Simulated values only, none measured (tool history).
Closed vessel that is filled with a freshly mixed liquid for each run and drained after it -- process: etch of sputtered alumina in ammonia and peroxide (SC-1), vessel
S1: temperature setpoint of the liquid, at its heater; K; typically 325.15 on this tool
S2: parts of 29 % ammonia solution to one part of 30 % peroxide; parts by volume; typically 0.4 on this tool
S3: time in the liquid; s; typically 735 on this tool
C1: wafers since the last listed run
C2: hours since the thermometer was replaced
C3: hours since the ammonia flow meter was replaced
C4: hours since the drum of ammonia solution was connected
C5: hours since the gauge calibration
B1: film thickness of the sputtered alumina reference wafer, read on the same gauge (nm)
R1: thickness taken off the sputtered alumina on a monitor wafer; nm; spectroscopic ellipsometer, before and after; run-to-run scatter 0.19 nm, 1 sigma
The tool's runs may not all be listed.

run	hour	S1	S2	S3	C1	C2	C3	C4	C5	B1	R1
1	0	325.15	0.4	735	0	796.3	2245.5	238.7	553.7	126.68	30.61
# hour 24.3: new drum of ammonia solution connected
2	32.5	325.15	0.4	735	1517	828.8	2278	8.2	586.2	126.61	30.82
3	81.5	325.15	0.4	735	2360	877.8	2327	57.2	635.2	126.51	30.76
4	128.9	325.15	0.4	735	2283	925.2	2374.4	104.6	682.6	126.44	30.68
5	155.8	325.15	0.4	735	1295	952.1	2401.3	131.5	709.5	126.43	30.89
6	198.5	325.15	0.4	735	2056	994.8	2444	174.2	752.2	126.36	30.69
7	238.4	325.15	0.4	735	1921	1034.7	2483.9	214.1	792.1	126.33	30.63
8	277.6	325.15	0.4	735	1888	1073.9	2523.1	253.3	831.3	126.27	30.73
# hour 307.9: gauge calibrated
9	323.3	325.15	0.4	735	2201	1119.6	2568.8	299	15.4	130.07	30.97
# hour 333.7: new drum of ammonia solution connected
# hour 425.2: ammonia flow meter replaced
# hour 507.2: thermometer replaced
10	522.3	325.15	0.4	735	9440	15.1	97.1	188.6	214.4	128.48	31.06
11	555.9	325.15	0.4	410	1618	48.7	130.7	222.2	248	128.31	17.2
# hour 595.6: new drum of ammonia solution connected
12	602.5	325.15	0.4	735	2196	95.3	177.3	6.9	294.6	128.1	30.78
13	632	325.15	0.55	1090	1420	124.8	206.8	36.4	324.1	127.95	47.12
14	690.2	325.15	0.4	735	2803	183	265	94.6	382.3	127.75	30.88
15	740.7	325.15	0.4	370	2432	233.5	315.5	145.1	432.8	127.57	15.61
16	809	325.15	0.2	735	3289	301.8	383.8	213.4	501.1	127.39	28.91
17	838	325.15	0.25	1100	1396	330.8	412.8	242.4	530.1	127.35	43.94
# hour 891.5: new drum of ammonia solution connected
18	952.6	317.15	0.4	330	5471	445.4	527.4	61.1	644.7	127.09	8.8

Alternative continuations, all from the tool just after run 18; predict every row:
A	953.5	321.65	0.4	735	43	446.3	528.3	62	645.6	?	?
B	953.5	332.65	0.3	620	43	446.3	528.3	62	645.6	?	?
C	953.5	325.15	0.4	1135	43	446.3	528.3	62	645.6	?	?

run	B1	R1
A	127.1	25.6
B	127.1	37.85
C	127.1	47.9
Take away the tool's hidden state, keep each run's random variation, and the runs would have read:
run	R1
A	26.18
B	38.71
C	48.99
